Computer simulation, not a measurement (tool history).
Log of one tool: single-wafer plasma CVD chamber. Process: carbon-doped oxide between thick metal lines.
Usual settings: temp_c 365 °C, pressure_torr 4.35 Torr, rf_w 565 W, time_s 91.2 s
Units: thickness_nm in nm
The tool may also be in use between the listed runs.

| run | hour | temp_c | pressure_torr | rf_w | time_s | read-back reference wafer on the same gauge, thickness_nm | thickness_nm |
|---|---|---|---|---|---|---|---|
| 1 | 0 | 365 | 4.35 | 565 | 91.2 | 470.53 | 493.524 |
| 2 | 14 | 365 | 4.35 | 565 | 91.2 | 470.925 | 492.954 |
| 3 | 49.3 | 365 | 4.35 | 565 | 91.2 | 471 | 494.666 |
| 4 | 78.3 | 365 | 4.35 | 565 | 91.2 | 471.589 | 493.249 |
| 5 | 110.7 | 365 | 4.35 | 565 | 91.2 | 471.776 | 497.115 |
| 6 | 194.4 | 365 | 4.35 | 565 | 91.2 | 473.621 | 495.769 |
| 7 | 254.9 | 365 | 4.35 | 565 | 91.2 | 474.801 | 498.218 |
| 8 | 268.1 | 365 | 4.35 | 565 | 91.2 | 475.699 | 497.038 |
| 9 | 298.4 | 351 | 4.35 | 565 | 101.5 | 475.977 | 575.031 |
| 10 | 311.1 | 365 | 4.35 | 565 | 91.2 | 476.787 | 497.835 |
| 11 | 340.5 | 365 | 4.35 | 565 | 104.6 | 477.664 | 573.812 |
| 12 | 360.9 | 354 | 3.59 | 470 | 106.5 | 471.86 | 534.992 |
| 13 | 384.1 | 357 | 4.35 | 565 | 78.3 | 470.482 | 432.321 |
| 14 | 405.5 | 365 | 4.35 | 645 | 74.6 | 471.579 | 428.41 |
| 15 | 441 | 359 | 3.55 | 565 | 91.2 | 471.636 | 492.741 |
| 16 | 474.4 | 365 | 4.35 | 630 | 91.2 | 472.476 | 518.396 |
| 17 | 506.3 | 365 | 4.35 | 565 | 91.2 | 472.05 | 492.362 |

Not shown: 5 entries that the log had between the listed runs. Between which runs, and how does the tool's hidden state differ before and after?
Between runs 5 and 6: thermocouple changed; heater temperature recalibrated (hour 186.4)
  gauge reads high (%): 0.162 -> 0.515
  measured less the result without the state, thickness_nm: +0.805 -> +2.54 nm
Between runs 11 and 12: gauge calibrated (hour 355.9)
  gauge reads high (%): 1.46 -> 0.0325
  measured less the result without the state, thickness_nm: +8.256 -> +0.174 nm
Between runs 12 and 13: showerhead replaced (hour 374.4)
  gauge reads high (%): 0.0325 -> 0.0401
  measured less the result without the state, thickness_nm: +0.174 -> +0.174 nm
Between runs 13 and 14: RF generator calibrated (hour 400.1); capacitance manometer re-zeroed and calibrated (hour 402.1)
  gauge reads high (%): 0.0401 -> 0.0564
  measured less the result without the state, thickness_nm: +0.174 -> +0.241 nm
